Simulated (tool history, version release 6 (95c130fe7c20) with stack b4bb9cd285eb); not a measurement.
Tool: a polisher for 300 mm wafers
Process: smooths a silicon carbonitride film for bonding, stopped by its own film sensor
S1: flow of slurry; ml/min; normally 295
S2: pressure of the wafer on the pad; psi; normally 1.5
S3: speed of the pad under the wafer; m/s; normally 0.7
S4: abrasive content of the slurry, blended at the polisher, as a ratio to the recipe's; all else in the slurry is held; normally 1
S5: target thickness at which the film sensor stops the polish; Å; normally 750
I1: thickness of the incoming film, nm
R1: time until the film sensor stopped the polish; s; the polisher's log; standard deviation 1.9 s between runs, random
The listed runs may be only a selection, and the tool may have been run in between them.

| run | hour | S1 | S2 | S3 | S4 | S5 | I1 | R1 |
|---|---|---|---|---|---|---|---|---|
| 1 | 0 | 295 | 1.5 | 0.7 | 1 | 750 | 90.8 | 136.6 |
| 2 | 12.1 | 295 | 1.5 | 0.78 | 1 | 750 | 89.5 | 112.8 |
| 3 | 29.4 | 295 | 1.5 | 0.78 | 1 | 750 | 89.6 | 117.5 |
| 4 | 56.4 | 295 | 1.5 | 0.78 | 1 | 750 | 89.4 | 111.5 |
| 5 | 85.3 | 295 | 1.5 | 0.7 | 1 | 750 | 88.5 | 117.8 |
| 6 | 116.9 | 295 | 1.5 | 0.7 | 1 | 750 | 91.5 | 144.1 |
| 7 | 130.4 | 295 | 1.5 | 0.7 | 1 | 750 | 89.3 | 128 |
|  | 150.2 | slurry blender recalibrated |
|  | 153.4 | worn pad replaced by a new one |
| 8 | 162.1 | 295 | 1.5 | 0.7 | 1 | 750 | 90.9 | 136.7 |
| 9 | 196.4 | 295 | 1.5 | 0.7 | 1 | 750 | 91.2 | 146.8 |
| 10 | 228.7 | 295 | 1.5 | 0.7 | 1 | 750 | 90.8 | 141.6 |
|  | 248.1 | head pressure recalibrated |
| 11 | 248.6 | 295 | 1.5 | 0.7 | 1 | 750 | 91 | 127.3 |
| 12 | 283.2 | 295 | 1.5 | 0.7 | 1 | 750 | 91 | 128.7 |
|  | 304.7 | worn pad replaced by a new one |
| 13 | 315.1 | 295 | 1.5 | 0.7 | 1 | 750 | 90 | 122.9 |
| 14 | 345.8 | 295 | 1.5 | 0.58 | 1 | 750 | 90.4 | 142.5 |
|  | 366.5 | slurry nozzle cleaned |
| 15 | 381.2 | 295 | 2 | 0.7 | 0.8 | 720 | 89.6 | 118.5 |
|  | 415.2 | slurry blender recalibrated |
| 16 | 415.7 | 295 | 1.5 | 0.7 | 1 | 750 | 91.2 | 131 |
| 17 | 450.8 | 295 | 1.5 | 0.7 | 1 | 750 | 90 | 124.5 |
|  | 464.9 | worn pad replaced by a new one |
| 18 | 473.1 | 345 | 1.8 | 0.7 | 0.85 | 710 | 90.9 | 147.9 |
| 19 | 500.3 | 190 | 1 | 0.52 | 0.8 | 750 | 89.9 | 272 |
| 20 | 514.4 | 295 | 1.5 | 0.7 | 1 | 750 | 88.8 | 114.3 |
| 21 | 543.8 | 295 | 1.9 | 0.88 | 1 | 790 | 91.2 | 66.6 |
| 22 | 578.2 | 295 | 1.5 | 0.7 | 1 | 750 | 90.4 | 130.9 |
|  | 604 | worn pad replaced by a new one |
| 23 | 605 | 295 | 1.5 | 0.94 | 1 | 750 | 90.1 | 101.3 |
| 24 | 635.2 | 295 | 1.5 | 0.7 | 1 | 750 | 89.9 | 124.9 |
| 25 | 657.6 | 295 | 1.5 | 0.7 | 1 | 780 | 90 | 101.9 |
| 26 | 686.1 | 265 | 1.5 | 0.7 | 1.2 | 750 | 88.5 | 107.5 |
|  | 698.3 | slurry blender recalibrated |
| 27 | 707.9 | 205 | 1.5 | 0.7 | 0.8 | 790 | 88.2 | 94 |
| 28 | 741.3 | 295 | 1.1 | 0.7 | 1 | 750 | 89.2 | 169.6 |
| 29 | 755.4 | 380 | 1.3 | 0.7 | 1 | 770 | 91.2 | 143 |

5 options for the next run, each taken on its own from the tool as it stands now. Forecast them:
| A | 755.9 | 295 | 1.5 | 0.7 | 1.1 | 750 | 91.8 | ? |
| B | 755.9 | 195 | 1.7 | 0.7 | 1 | 750 | 91.8 | ? |
| C | 755.9 | 295 | 1.7 | 0.8 | 1 | 750 | 91.8 | ? |
| D | 755.9 | 325 | 1.7 | 0.46 | 1 | 750 | 91.8 | ? |
| E | 755.9 | 295 | 1.2 | 0.52 | 1.3 | 730 | 91.8 | ? |

| run | R1 |
|---|---|
| A | 140 |
| B | 135.3 |
| C | 115.2 |
| D | 177.8 |
| E | 233.5 |
With no hidden state in the tool, these same runs would have given:
| run | R1 |
|---|---|
| A | 128 |
| B | 123.7 |
| C | 105.4 |
| D | 162.5 |
| E | 213.5 |

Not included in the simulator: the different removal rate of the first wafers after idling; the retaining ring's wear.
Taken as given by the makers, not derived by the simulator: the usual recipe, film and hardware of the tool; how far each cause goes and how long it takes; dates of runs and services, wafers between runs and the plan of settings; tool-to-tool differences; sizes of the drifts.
